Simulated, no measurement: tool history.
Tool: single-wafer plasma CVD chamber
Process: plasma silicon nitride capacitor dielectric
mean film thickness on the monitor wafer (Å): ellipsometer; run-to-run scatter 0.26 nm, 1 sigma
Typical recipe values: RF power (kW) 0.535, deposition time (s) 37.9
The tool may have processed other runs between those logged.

run	hour	RF power (kW)	deposition time (s)	read-back reference wafer on the same gauge, thickness_nm	mean film thickness on the monitor wafer (Å)
1	0.0	0.535	32.0	61.231	447.56
# hour 26.9: gauge calibrated
2	62.3	0.535	42.1	61.381	584.50
3	94.4	0.535	42.1	61.112	591.00
4	139.3	0.535	42.1	61.171	593.34
5	179.5	0.500	37.9	61.057	524.14
6	237.1	0.535	37.9	61.215	533.86
7	272.5	0.535	37.9	61.170	531.36
8	338.2	0.535	37.9	61.053	533.76
9	369.4	0.535	37.9	61.206	527.30
10	433.4	0.535	37.9	61.188	526.94
11	460.0	0.535	37.9	61.110	523.95
12	516.2	0.535	37.9	61.137	530.98
# hour 535.8: showerhead replaced
13	557.8	0.535	37.9	61.163	532.42
14	582.6	0.560	37.9	61.147	535.91
15	609.3	0.535	37.9	61.080	529.34
16	646.1	0.625	30.8	61.019	444.22
# hour 672.1: RF generator calibrated
17	712.9	0.565	44.2	61.204	628.29
18	741.4	0.535	37.9	61.140	532.67
19	778.6	0.580	31.2	61.149	442.36
20	848.6	0.535	37.9	61.163	532.37
21	883.5	0.505	35.0	61.173	481.66
22	921.5	0.615	37.9	61.109	546.50
23	953.5	0.535	37.9	61.186	529.21
24	985.1	0.535	40.7	61.353	566.67
# hour 1004.6: gauge calibrated
25	1162.8	0.575	37.9	61.345	541.85
26	1216.6	0.535	37.9	61.120	527.97
27	1264.6	0.500	37.9	61.222	520.77
28	1311.8	0.535	42.2	61.121	589.20
29	1356.5	0.535	34.7	61.149	485.64

Alternative continuations, all from the tool just after run 29; predict every row:
A	1356.9	0.535	40.1	?	?
B	1356.9	0.495	33.7	?	?
C	1356.9	0.445	43.1	?	?

run	read-back reference wafer on the same gauge, thickness_nm	mean film thickness on the monitor wafer (Å)
A	61.258	564.63
B	61.258	466.60
C	61.258	583.50
With no hidden state in the tool, these same runs would have given:
run	mean film thickness on the monitor wafer (Å)
A	564.63
B	466.60
C	583.50
